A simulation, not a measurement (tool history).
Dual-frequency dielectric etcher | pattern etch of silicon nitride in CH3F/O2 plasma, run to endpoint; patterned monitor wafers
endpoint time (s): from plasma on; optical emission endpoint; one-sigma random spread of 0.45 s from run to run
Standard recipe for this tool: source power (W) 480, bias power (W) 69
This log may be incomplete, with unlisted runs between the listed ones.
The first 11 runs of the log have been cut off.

| run | hour | source power (W) | bias power (W) | incoming incoming film thickness, nm | endpoint time (s) |
|---|---|---|---|---|---|
| 12 | 284.6 | 480 | 69 | 56.5 | 53 |
| 13 | 303.9 | 480 | 69 | 56.6 | 53.8 |
| 14 | 334.5 | 480 | 69 | 56.7 | 53.9 |
|  | 419.8 | upper electrode replaced |
| 15 | 420.3 | 480 | 69 | 56 | 53.1 |
| 16 | 422.4 | 570 | 57 | 55.8 | 53.3 |
|  | 429.6 | source power generator calibrated |
| 17 | 437 | 440 | 78 | 56.1 | 50.7 |
| 18 | 460 | 480 | 69 | 56.3 | 52.4 |
| 19 | 489.2 | 360 | 77 | 56.5 | 54.3 |
| 20 | 502 | 530 | 64 | 56.2 | 52.2 |
|  | 530 | wet clean of the chamber |
| 21 | 531.8 | 560 | 64 | 56.4 | 54.5 |
|  | 566.4 | bias power generator calibrated |
| 22 | 566.9 | 480 | 53 | 56.2 | 59.8 |
| 23 | 577.9 | 480 | 69 | 55.8 | 55.1 |
| 24 | 598.7 | 480 | 69 | 56.5 | 55 |
| 25 | 625.7 | 480 | 80 | 55.8 | 50.9 |
| 26 | 660 | 560 | 79 | 55.9 | 49.8 |
| 27 | 672.3 | 480 | 69 | 56.2 | 53.8 |
| 28 | 702.6 | 400 | 85 | 55.8 | 51.6 |
| 29 | 725.1 | 480 | 69 | 56.1 | 53.9 |
| 30 | 748.8 | 430 | 59 | 56.5 | 59.5 |

Predict each of these 3 candidate next runs independently; none follows another, all start after run 30:
| A | 749.3 | 480 | 69 | 56.2 | ? |
| B | 749.3 | 420 | 81 | 56.2 | ? |
| C | 749.3 | 430 | 77 | 56.2 | ? |

| run | endpoint time (s) |
|---|---|
| A | 53.7 |
| B | 52.2 |
| C | 52.9 |
Stripped of hidden state, with their random variation kept, the same runs would have yielded:
| run | endpoint time (s) |
|---|---|
| A | 54.9 |
| B | 53.3 |
| C | 54.1 |

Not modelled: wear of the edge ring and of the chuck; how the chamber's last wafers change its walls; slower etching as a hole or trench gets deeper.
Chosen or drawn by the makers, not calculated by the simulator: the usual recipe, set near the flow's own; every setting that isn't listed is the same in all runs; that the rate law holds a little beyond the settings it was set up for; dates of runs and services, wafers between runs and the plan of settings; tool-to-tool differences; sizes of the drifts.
